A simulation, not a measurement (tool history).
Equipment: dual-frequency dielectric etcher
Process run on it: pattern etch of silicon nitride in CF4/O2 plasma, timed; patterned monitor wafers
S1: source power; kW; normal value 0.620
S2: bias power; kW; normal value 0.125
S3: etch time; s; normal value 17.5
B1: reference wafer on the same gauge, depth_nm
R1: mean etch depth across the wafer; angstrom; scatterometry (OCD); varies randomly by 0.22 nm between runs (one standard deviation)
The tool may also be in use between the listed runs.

| run | hour | S1 | S2 | S3 | B1 | R1 |
|---|---|---|---|---|---|---|
| 1 | 0.0 | 0.620 | 0.125 | 17.5 | 36.73 | 311.6 |
| 2 | 38.2 | 0.620 | 0.125 | 17.5 | 36.66 | 314.2 |
| 3 | 100.8 | 0.620 | 0.125 | 17.5 | 36.76 | 316.1 |
| 4 | 141.5 | 0.620 | 0.125 | 17.5 | 36.72 | 314.6 |
| 5 | 200.5 | 0.620 | 0.125 | 19.5 | 36.72 | 349.3 |
|  | 230.1 | source power generator calibrated |
| 6 | 236.0 | 0.620 | 0.125 | 19.5 | 36.69 | 353.4 |
|  | 283.8 | wet clean of the chamber |
| 7 | 284.3 | 0.710 | 0.108 | 17.5 | 36.67 | 339.1 |
| 8 | 303.1 | 0.620 | 0.125 | 17.5 | 36.68 | 314.9 |
|  | 354.2 | gauge calibrated |
| 9 | 370.3 | 0.620 | 0.125 | 17.5 | 36.74 | 314.4 |
| 10 | 415.1 | 0.620 | 0.125 | 17.5 | 36.75 | 310.0 |
| 11 | 471.3 | 0.620 | 0.114 | 17.5 | 36.63 | 310.3 |
|  | 543.9 | bias power generator calibrated |
| 12 | 684.2 | 0.680 | 0.109 | 19.5 | 36.69 | 365.0 |
| 13 | 732.8 | 0.720 | 0.125 | 19.5 | 36.75 | 401.6 |
|  | 766.6 | upper electrode replaced |
| 14 | 799.9 | 0.480 | 0.151 | 13.0 | 36.69 | 191.0 |
| 15 | 826.3 | 0.620 | 0.099 | 16.0 | 36.68 | 269.5 |
|  | 882.0 | wet clean of the chamber |
| 16 | 882.5 | 0.620 | 0.125 | 20.0 | 36.73 | 357.7 |
| 17 | 925.6 | 0.500 | 0.151 | 19.5 | 36.72 | 300.3 |
| 18 | 960.3 | 0.620 | 0.125 | 17.5 | 36.72 | 313.8 |
| 19 | 985.7 | 0.740 | 0.097 | 15.0 | 36.68 | 301.5 |
| 20 | 1037.3 | 0.720 | 0.125 | 19.5 | 36.61 | 402.3 |
| 21 | 1073.9 | 0.620 | 0.125 | 17.5 | 36.70 | 312.7 |
| 22 | 1133.7 | 0.620 | 0.125 | 17.5 | 36.72 | 313.2 |
| 23 | 1187.5 | 0.620 | 0.125 | 17.5 | 36.78 | 312.2 |
| 24 | 1218.4 | 0.690 | 0.125 | 16.0 | 36.74 | 319.1 |
| 25 | 1248.7 | 0.730 | 0.156 | 14.0 | 36.68 | 308.8 |
| 26 | 1307.5 | 0.470 | 0.116 | 17.5 | 36.69 | 238.2 |
| 27 | 1346.0 | 0.620 | 0.125 | 17.5 | 36.73 | 311.5 |
| 28 | 1380.2 | 0.750 | 0.115 | 19.5 | 36.66 | 409.2 |
| 29 | 1428.2 | 0.740 | 0.125 | 15.0 | 36.64 | 316.7 |
|  | 1460.4 | wet clean of the chamber |
| 30 | 1495.7 | 0.480 | 0.151 | 13.0 | 36.75 | 193.2 |

Run-by-run hidden state of the tool:
etch rate over this chamber's usual, %: 0 on each run
source power that arrives over what is set, %: 0 on each run
bias power that arrives over what is set, %: 0 on each run
gauge reads high (%): 0 on each run

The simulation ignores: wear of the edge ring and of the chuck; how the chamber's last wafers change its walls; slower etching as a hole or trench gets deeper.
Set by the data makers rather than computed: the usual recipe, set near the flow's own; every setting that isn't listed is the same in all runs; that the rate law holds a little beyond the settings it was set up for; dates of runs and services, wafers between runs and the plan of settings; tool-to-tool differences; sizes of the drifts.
